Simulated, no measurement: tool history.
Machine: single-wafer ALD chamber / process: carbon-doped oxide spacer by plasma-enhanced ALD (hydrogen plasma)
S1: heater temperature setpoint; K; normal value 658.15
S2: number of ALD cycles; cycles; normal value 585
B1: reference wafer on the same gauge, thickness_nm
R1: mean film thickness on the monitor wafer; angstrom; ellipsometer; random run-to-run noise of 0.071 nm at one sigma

run,hour,S1,S2,B1,R1
1,0,658.15,585,33.601,286.18
2,26.9,658.15,585,33.624,285.98
3,84.7,658.15,585,33.576,286.82
4,118.8,658.15,585,33.584,285.59
5,174.4,658.15,585,33.598,285.3
6,206.4,658.15,585,33.607,285.47
7,248.6,658.15,585,33.587,286.13
8,314,658.15,585,33.608,285.63
9,378.8,658.15,585,33.611,285.86
# hour 387.4: gauge calibrated
# hour 419.4: thermocouple changed; heater temperature recalibrated
10,429.1,658.15,508,33.606,248.04
11,457.7,643.15,551,33.61,268.69
12,505.4,650.15,692,33.59,337.06
13,577.1,644.15,619,33.612,301.77
14,633.6,648.15,585,33.6,285.78

Give the tool's hidden conditions for every run:
wafer temperature above the value expected at the setpoint (K): 0, the same for each run
gauge reads high (%): 0, the same for each run
